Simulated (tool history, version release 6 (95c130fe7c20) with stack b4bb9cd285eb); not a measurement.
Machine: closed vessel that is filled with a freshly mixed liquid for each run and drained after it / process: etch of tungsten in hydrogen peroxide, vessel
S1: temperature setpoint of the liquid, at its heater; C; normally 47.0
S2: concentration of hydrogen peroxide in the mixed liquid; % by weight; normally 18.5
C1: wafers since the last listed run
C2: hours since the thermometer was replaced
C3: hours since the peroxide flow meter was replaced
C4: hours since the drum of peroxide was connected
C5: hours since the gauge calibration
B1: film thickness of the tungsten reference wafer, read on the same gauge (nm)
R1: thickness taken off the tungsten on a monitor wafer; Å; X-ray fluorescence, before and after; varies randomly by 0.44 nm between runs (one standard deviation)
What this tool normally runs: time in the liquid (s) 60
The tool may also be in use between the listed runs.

{"run": 1, "hour": 0.0, "S1": 47.0, "S2": 18.5, "time in the liquid (s)": 60, "C1": 0, "C2": 530.6, "C3": 878.6, "C4": 780.4, "C5": 1645.6, "B1": 69.99, "R1": 765.1}
{"run": 2, "hour": 104.6, "S1": 47.0, "S2": 18.5, "time in the liquid (s)": 60, "C1": 13201, "C2": 635.2, "C3": 983.2, "C4": 885.0, "C5": 1750.2, "B1": 70.07, "R1": 759.4}
{"run": 3, "hour": 200.9, "S1": 47.0, "S2": 18.5, "time in the liquid (s)": 60, "C1": 12153, "C2": 731.5, "C3": 1079.5, "C4": 981.3, "C5": 1846.5, "B1": 69.99, "R1": 763.2}
{"hour": 235.8, "done": "thermometer replaced"}
{"run": 4, "hour": 300.7, "S1": 47.0, "S2": 18.5, "time in the liquid (s)": 60, "C1": 12469, "C2": 64.9, "C3": 1179.3, "C4": 1081.1, "C5": 1946.3, "B1": 70.04, "R1": 758.4}
{"run": 5, "hour": 354.5, "S1": 47.0, "S2": 18.5, "time in the liquid (s)": 60, "C1": 6789, "C2": 118.7, "C3": 1233.1, "C4": 1134.9, "C5": 2000.1, "B1": 69.95, "R1": 753.5}
{"run": 6, "hour": 411.4, "S1": 47.0, "S2": 18.5, "time in the liquid (s)": 60, "C1": 7181, "C2": 175.6, "C3": 1290.0, "C4": 1191.8, "C5": 2057.0, "B1": 70.0, "R1": 759.2}
{"hour": 457.9, "done": "new drum of peroxide connected"}
{"run": 7, "hour": 502.1, "S1": 47.0, "S2": 20.5, "time in the liquid (s)": 60, "C1": 11320, "C2": 266.3, "C3": 1380.7, "C4": 44.2, "C5": 2147.7, "B1": 70.02, "R1": 790.6}
{"run": 8, "hour": 603.8, "S1": 47.0, "S2": 20.5, "time in the liquid (s)": 60, "C1": 12835, "C2": 368.0, "C3": 1482.4, "C4": 145.9, "C5": 2249.4, "B1": 70.03, "R1": 789.5}
{"run": 9, "hour": 659.3, "S1": 47.0, "S2": 18.5, "time in the liquid (s)": 60, "C1": 7004, "C2": 423.5, "C3": 1537.9, "C4": 201.4, "C5": 2304.9, "B1": 70.01, "R1": 754.8}
{"run": 10, "hour": 735.7, "S1": 47.0, "S2": 18.5, "time in the liquid (s)": 60, "C1": 9642, "C2": 499.9, "C3": 1614.3, "C4": 277.8, "C5": 2381.3, "B1": 70.06, "R1": 754.2}
{"run": 11, "hour": 829.4, "S1": 47.0, "S2": 18.5, "time in the liquid (s)": 35, "C1": 11825, "C2": 593.6, "C3": 1708.0, "C4": 371.5, "C5": 2475.0, "B1": 70.01, "R1": 436.5}
{"hour": 896.0, "done": "thermometer replaced"}
{"run": 12, "hour": 919.3, "S1": 47.0, "S2": 18.5, "time in the liquid (s)": 35, "C1": 11219, "C2": 23.3, "C3": 1797.9, "C4": 461.4, "C5": 2564.9, "B1": 70.02, "R1": 432.7}
{"run": 13, "hour": 987.4, "S1": 47.0, "S2": 18.5, "time in the liquid (s)": 35, "C1": 8594, "C2": 91.4, "C3": 1866.0, "C4": 529.5, "C5": 2633.0, "B1": 69.98, "R1": 439.4}
{"run": 14, "hour": 1075.9, "S1": 40.0, "S2": 15.5, "time in the liquid (s)": 60, "C1": 11169, "C2": 179.9, "C3": 1954.5, "C4": 618.0, "C5": 2721.5, "B1": 70.05, "R1": 433.7}
{"run": 15, "hour": 1140.9, "S1": 47.0, "S2": 21.0, "time in the liquid (s)": 85, "C1": 8203, "C2": 244.9, "C3": 2019.5, "C4": 683.0, "C5": 2786.5, "B1": 70.0, "R1": 1131.0}
{"run": 16, "hour": 1207.4, "S1": 47.0, "S2": 18.5, "time in the liquid (s)": 40, "C1": 8392, "C2": 311.4, "C3": 2086.0, "C4": 749.5, "C5": 2853.0, "B1": 70.02, "R1": 500.9}
{"hour": 1255.3, "done": "gauge calibrated"}
{"run": 17, "hour": 1308.4, "S1": 50.5, "S2": 18.5, "time in the liquid (s)": 60, "C1": 12746, "C2": 412.4, "C3": 2187.0, "C4": 850.5, "C5": 53.1, "B1": 69.99, "R1": 927.4}
{"hour": 1409.7, "done": "peroxide flow meter replaced"}
{"run": 18, "hour": 1603.1, "S1": 54.5, "S2": 14.0, "time in the liquid (s)": 30, "C1": 37066, "C2": 707.1, "C3": 193.4, "C4": 1145.2, "C5": 347.8, "B1": 70.03, "R1": 528.9}
{"run": 19, "hour": 1673.0, "S1": 41.5, "S2": 23.5, "time in the liquid (s)": 60, "C1": 8821, "C2": 777.0, "C3": 263.3, "C4": 1215.1, "C5": 417.7, "B1": 70.02, "R1": 610.6}
{"hour": 1722.5, "done": "thermometer replaced"}
{"run": 20, "hour": 1763.2, "S1": 38.0, "S2": 18.5, "time in the liquid (s)": 60, "C1": 11257, "C2": 40.7, "C3": 353.5, "C4": 1305.3, "C5": 507.9, "B1": 70.03, "R1": 432.0}
{"hour": 1832.3, "done": "new drum of peroxide connected"}
{"run": 21, "hour": 1832.8, "S1": 53.5, "S2": 13.5, "time in the liquid (s)": 60, "C1": 8657, "C2": 110.3, "C3": 423.1, "C4": 0.5, "C5": 577.5, "B1": 70.0, "R1": 981.3}
{"run": 22, "hour": 1918.9, "S1": 56.0, "S2": 18.5, "time in the liquid (s)": 75, "C1": 10866, "C2": 196.4, "C3": 509.2, "C4": 86.6, "C5": 663.6, "B1": 70.03, "R1": 1663.5}
{"run": 23, "hour": 2169.8, "S1": 47.0, "S2": 18.5, "time in the liquid (s)": 60, "C1": 31665, "C2": 447.3, "C3": 760.1, "C4": 337.5, "C5": 914.5, "B1": 70.03, "R1": 758.4}
{"run": 24, "hour": 2260.8, "S1": 47.0, "S2": 18.5, "time in the liquid (s)": 40, "C1": 11484, "C2": 538.3, "C3": 851.1, "C4": 428.5, "C5": 1005.5, "B1": 70.02, "R1": 511.2}
{"run": 25, "hour": 2335.8, "S1": 51.5, "S2": 18.5, "time in the liquid (s)": 95, "C1": 9465, "C2": 613.3, "C3": 926.1, "C4": 503.5, "C5": 1080.5, "B1": 69.98, "R1": 1591.2}
{"run": 26, "hour": 2380.1, "S1": 47.0, "S2": 15.0, "time in the liquid (s)": 60, "C1": 5590, "C2": 657.6, "C3": 970.4, "C4": 547.8, "C5": 1124.8, "B1": 70.0, "R1": 690.6}

Some steps in R1, run to run, broken into two amounts with sign: the step expected even without the hidden condition (settings, incoming material, random variation), and the rest, left for the hidden condition together with whatever gauge scatter is not in both the measured and the hidden-condition-free result:
The hidden state here: liquid colder than its thermometer reads (K); peroxide flow below the setpoint (%); peroxide weaker than its label (%); gauge reads high (%).
Run 14 -> 15: S1 40.0 -> 47.0, S2 15.5 -> 21.0, time in the liquid (s) 60 -> 85. R1 +697.3 Å: hidden state -29.7, all else +727.0.
Run 17 -> 18: S1 50.5 -> 54.5, S2 18.5 -> 14.0, time in the liquid (s) 60 -> 30, peroxide flow meter replaced. R1 -398.5 Å: hidden state +38.8, all else -437.3.
Run 22 -> 23: S1 56.0 -> 47.0, time in the liquid (s) 75 -> 60. R1 -905.1 Å: hidden state +7.3, all else -912.4.
Run 24 -> 25: S1 47.0 -> 51.5, time in the liquid (s) 40 -> 95. R1 +1080.0 Å: hidden state -22.6, all else +1102.6.
